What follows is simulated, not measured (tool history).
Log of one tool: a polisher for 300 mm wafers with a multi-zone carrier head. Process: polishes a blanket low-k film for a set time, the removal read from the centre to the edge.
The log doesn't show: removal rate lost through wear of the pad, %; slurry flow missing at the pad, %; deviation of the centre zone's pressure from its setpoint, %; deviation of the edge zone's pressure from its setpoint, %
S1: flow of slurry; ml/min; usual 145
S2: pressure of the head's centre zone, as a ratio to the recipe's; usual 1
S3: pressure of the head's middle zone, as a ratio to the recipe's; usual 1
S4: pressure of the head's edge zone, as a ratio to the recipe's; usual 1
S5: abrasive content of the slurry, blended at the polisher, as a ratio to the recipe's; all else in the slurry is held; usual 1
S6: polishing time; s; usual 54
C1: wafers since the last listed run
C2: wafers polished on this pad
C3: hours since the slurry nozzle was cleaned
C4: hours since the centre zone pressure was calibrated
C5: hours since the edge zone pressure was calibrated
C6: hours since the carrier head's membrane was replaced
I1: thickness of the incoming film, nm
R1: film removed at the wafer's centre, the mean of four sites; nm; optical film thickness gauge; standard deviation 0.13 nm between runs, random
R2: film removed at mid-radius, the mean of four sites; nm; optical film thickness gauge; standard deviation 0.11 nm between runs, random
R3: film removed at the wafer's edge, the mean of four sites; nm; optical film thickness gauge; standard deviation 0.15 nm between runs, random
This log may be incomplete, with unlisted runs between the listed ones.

| run | day | S1 | S2 | S3 | S4 | S5 | S6 | C1 | C2 | C3 | C4 | C5 | C6 | I1 | R1 | R2 | R3 |
|---|---|---|---|---|---|---|---|---|---|---|---|---|---|---|---|---|---|
| 1 | 0 | 145 | 0.96 | 1 | 1 | 1 | 54 | 0 | 1233 | 513.8 | 364.1 | 759.7 | 1083.3 | 626.8 | 10.3 | 10.9 | 10.4 |
|  | 1.058 | worn pad replaced by a new one |
| 2 | 1.079 | 145 | 0.96 | 1 | 1 | 1 | 54 | 258 | 5 | 539.7 | 390 | 785.6 | 1109.2 | 632 | 11 | 11.8 | 11.2 |
| 3 | 1.646 | 145 | 0.96 | 1 | 1 | 1 | 54 | 160 | 165 | 553.3 | 403.6 | 799.2 | 1122.8 | 632 | 11.2 | 11.6 | 11.4 |
|  | 2.233 | carrier head's membrane replaced by a new one |
| 4 | 2.388 | 145 | 1 | 1 | 1 | 1 | 54 | 151 | 316 | 571.1 | 421.4 | 817 | 3.7 | 635.9 | 11.8 | 11.6 | 11.3 |
|  | 2.675 | slurry nozzle cleaned |
| 5 | 3.196 | 145 | 1 | 1 | 1 | 1 | 54 | 217 | 534 | 12.5 | 440.8 | 836.4 | 23.1 | 627.8 | 11.5 | 11.7 | 11.2 |
| 6 | 3.717 | 145 | 1 | 1 | 1 | 1 | 54 | 147 | 681 | 25 | 453.3 | 848.9 | 35.6 | 637.5 | 11.2 | 11.4 | 10.8 |
| 7 | 4.696 | 145 | 1 | 1 | 1 | 1 | 54 | 277 | 959 | 48.5 | 476.8 | 872.4 | 59.1 | 628.5 | 11 | 11.3 | 10.6 |
| 8 | 5.354 | 145 | 1 | 1 | 1 | 1 | 54 | 186 | 1145 | 64.3 | 492.6 | 888.2 | 74.9 | 633.1 | 10.8 | 11.1 | 10.7 |
|  | 6.621 | worn pad replaced by a new one |
|  | 6.679 | centre zone pressure recalibrated |
| 9 | 6.7 | 145 | 1 | 1 | 1 | 1 | 54 | 317 | 5 | 96.6 | 0.5 | 920.5 | 107.2 | 622.5 | 11.8 | 11.9 | 11.7 |
| 10 | 7.95 | 145 | 1 | 1 | 1 | 1 | 54 | 354 | 359 | 126.6 | 30.5 | 950.5 | 137.2 | 631.5 | 11.5 | 11.7 | 11.4 |
| 11 | 9.429 | 145 | 0.96 | 1 | 1 | 1 | 63 | 419 | 778 | 162.1 | 66 | 986 | 172.7 | 634.3 | 12.9 | 13.3 | 12.9 |
| 12 | 10.85 | 145 | 1 | 1 | 1 | 1 | 49 | 402 | 1181 | 196.2 | 100.1 | 1020.1 | 206.8 | 626.9 | 10 | 9.8 | 9.8 |
|  | 12.333 | worn pad replaced by a new one |
| 13 | 12.354 | 145 | 1 | 1 | 1 | 1 | 54 | 378 | 5 | 232.3 | 136.2 | 1056.2 | 242.9 | 626 | 11.5 | 11.7 | 11.4 |

For run 14, what comes out?
| 14 | 12.742 | 165 | 1 | 1 | 1 | 0.8 | 70 | 109 | 115 | 241.6 | 145.5 | 1065.5 | 252.2 | 636.4 | ? | ? | ? |

R1: 13.5 nm
R2: 14.1 nm
R3: 13.6 nm
With no hidden state in the tool, this same run would have given R1 13.8 nm, R2 14.4 nm, R3 13.9 nm.

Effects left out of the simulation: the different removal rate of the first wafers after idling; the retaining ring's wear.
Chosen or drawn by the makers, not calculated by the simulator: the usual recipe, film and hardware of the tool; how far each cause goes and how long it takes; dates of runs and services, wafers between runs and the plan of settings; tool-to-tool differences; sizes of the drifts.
